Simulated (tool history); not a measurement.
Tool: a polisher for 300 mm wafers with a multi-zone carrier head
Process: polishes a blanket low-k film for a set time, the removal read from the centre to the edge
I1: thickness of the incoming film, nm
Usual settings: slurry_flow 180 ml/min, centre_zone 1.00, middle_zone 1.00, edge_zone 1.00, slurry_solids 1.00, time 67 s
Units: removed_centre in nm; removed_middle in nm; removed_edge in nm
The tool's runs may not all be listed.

run 1 day=0.000 | slurry_flow=180 centre_zone=1.00 middle_zone=1.00 edge_zone=1.00 slurry_solids=1.00 time=67 | I1=484.8 | removed_centre=31.2 removed_middle=30.6 removed_edge=32.8
run 2 day=1.533 | slurry_flow=180 centre_zone=1.00 middle_zone=1.00 edge_zone=1.00 slurry_solids=1.00 time=67 | I1=482.6 | removed_centre=31.3 removed_middle=30.4 removed_edge=32.0
run 3 day=4.488 | slurry_flow=120 centre_zone=0.93 middle_zone=0.91 edge_zone=0.88 slurry_solids=1.00 time=67 | I1=490.4 | removed_centre=28.2 removed_middle=27.2 removed_edge=29.6
run 4 day=6.575 | slurry_flow=180 centre_zone=1.00 middle_zone=1.09 edge_zone=1.00 slurry_solids=1.00 time=67 | I1=477.6 | removed_centre=31.5 removed_middle=33.2 removed_edge=31.7
-- day=6.883 edge zone pressure recalibrated
-- day=7.604 worn pad replaced by a new one
run 5 day=8.821 | slurry_flow=180 centre_zone=1.00 middle_zone=1.00 edge_zone=1.04 slurry_solids=0.70 time=79 | I1=478.9 | removed_centre=33.6 removed_middle=31.6 removed_edge=34.2
run 6 day=9.862 | slurry_flow=150 centre_zone=1.00 middle_zone=1.00 edge_zone=1.00 slurry_solids=1.00 time=67 | I1=474.6 | removed_centre=31.3 removed_middle=29.9 removed_edge=32.0
run 7 day=11.633 | slurry_flow=180 centre_zone=1.00 middle_zone=1.00 edge_zone=0.89 slurry_solids=0.80 time=75 | I1=485.1 | removed_centre=32.9 removed_middle=31.9 removed_edge=31.3
run 8 day=13.546 | slurry_flow=180 centre_zone=1.00 middle_zone=0.89 edge_zone=1.00 slurry_solids=1.20 time=67 | I1=476.4 | removed_centre=33.4 removed_middle=29.5 removed_edge=33.7
-- day=13.983 slurry nozzle cleaned
run 9 day=14.838 | slurry_flow=180 centre_zone=1.09 middle_zone=1.00 edge_zone=1.00 slurry_solids=1.00 time=67 | I1=476.4 | removed_centre=34.3 removed_middle=30.5 removed_edge=32.5
run 10 day=22.750 | slurry_flow=180 centre_zone=1.00 middle_zone=1.00 edge_zone=1.00 slurry_solids=1.00 time=67 | I1=473.2 | removed_centre=31.8 removed_middle=30.6 removed_edge=32.5
run 11 day=24.875 | slurry_flow=180 centre_zone=1.00 middle_zone=1.00 edge_zone=1.00 slurry_solids=1.00 time=79 | I1=479.0 | removed_centre=37.2 removed_middle=35.9 removed_edge=38.2
run 12 day=26.158 | slurry_flow=180 centre_zone=1.00 middle_zone=1.00 edge_zone=1.00 slurry_solids=1.00 time=79 | I1=480.7 | removed_centre=38.1 removed_middle=36.4 removed_edge=37.3
-- day=28.221 worn pad replaced by a new one
-- day=29.417 carrier head's membrane replaced by a new one
-- day=29.521 edge zone pressure recalibrated
run 13 day=31.267 | slurry_flow=180 centre_zone=1.00 middle_zone=1.00 edge_zone=0.90 slurry_solids=1.00 time=67 | I1=470.7 | removed_centre=32.5 removed_middle=30.7 removed_edge=30.8
run 14 day=34.100 | slurry_flow=180 centre_zone=1.00 middle_zone=0.96 edge_zone=1.00 slurry_solids=1.00 time=67 | I1=481.8 | removed_centre=31.9 removed_middle=30.0 removed_edge=32.9
run 15 day=35.858 | slurry_flow=200 centre_zone=1.04 middle_zone=1.00 edge_zone=1.00 slurry_solids=1.00 time=67 | I1=480.3 | removed_centre=33.3 removed_middle=30.7 removed_edge=33.0
-- day=36.242 slurry nozzle cleaned
run 16 day=38.188 | slurry_flow=180 centre_zone=1.07 middle_zone=1.00 edge_zone=1.00 slurry_solids=0.75 time=54 | I1=488.5 | removed_centre=24.8 removed_middle=22.3 removed_edge=23.9
-- day=40.521 centre zone pressure recalibrated
run 17 day=43.883 | slurry_flow=225 centre_zone=1.07 middle_zone=1.00 edge_zone=1.00 slurry_solids=0.80 time=67 | I1=478.5 | removed_centre=32.6 removed_middle=28.8 removed_edge=29.8
-- day=45.529 worn pad replaced by a new one
run 18 day=50.479 | slurry_flow=180 centre_zone=1.00 middle_zone=0.97 edge_zone=1.00 slurry_solids=1.00 time=82 | I1=470.5 | removed_centre=38.7 removed_middle=36.4 removed_edge=40.0
-- day=51.075 edge zone pressure recalibrated
run 19 day=52.342 | slurry_flow=180 centre_zone=1.00 middle_zone=1.00 edge_zone=1.00 slurry_solids=1.00 time=67 | I1=479.5 | removed_centre=31.7 removed_middle=30.8 removed_edge=32.3
run 20 day=53.788 | slurry_flow=180 centre_zone=1.00 middle_zone=1.00 edge_zone=1.04 slurry_solids=0.70 time=79 | I1=479.3 | removed_centre=32.6 removed_middle=31.8 removed_edge=34.4
run 21 day=56.712 | slurry_flow=215 centre_zone=1.00 middle_zone=1.00 edge_zone=1.07 slurry_solids=1.20 time=86 | I1=477.0 | removed_centre=44.0 removed_middle=42.4 removed_edge=46.1

4 ways to go on from here, each from the tool as it stands after run 21. What would each give?
run A day=56.733 | slurry_flow=180 centre_zone=1.00 middle_zone=1.00 edge_zone=1.00 slurry_solids=1.00 time=67 | I1=480.9 | removed_centre=? removed_middle=? removed_edge=?
run B day=56.733 | slurry_flow=180 centre_zone=0.89 middle_zone=1.00 edge_zone=1.00 slurry_solids=1.10 time=67 | I1=480.9 | removed_centre=? removed_middle=? removed_edge=?
run C day=56.733 | slurry_flow=180 centre_zone=1.00 middle_zone=0.94 edge_zone=1.00 slurry_solids=1.00 time=52 | I1=480.9 | removed_centre=? removed_middle=? removed_edge=?
run D day=56.733 | slurry_flow=180 centre_zone=1.00 middle_zone=0.93 edge_zone=1.00 slurry_solids=1.00 time=60 | I1=480.9 | removed_centre=? removed_middle=? removed_edge=?

run=A removed_centre=31.3 removed_middle=30.6 removed_edge=32.3
run=B removed_centre=28.8 removed_middle=31.6 removed_edge=33.3
run=C removed_centre=24.3 removed_middle=22.6 removed_edge=25.1
run=D removed_centre=28.0 removed_middle=25.8 removed_edge=28.9
Without the tool's hidden state the same runs would have given:
run=A removed_centre=31.3 removed_middle=30.6 removed_edge=32.3
run=B removed_centre=28.8 removed_middle=31.6 removed_edge=33.3
run=C removed_centre=24.3 removed_middle=22.6 removed_edge=25.1
run=D removed_centre=28.0 removed_middle=25.8 removed_edge=28.9
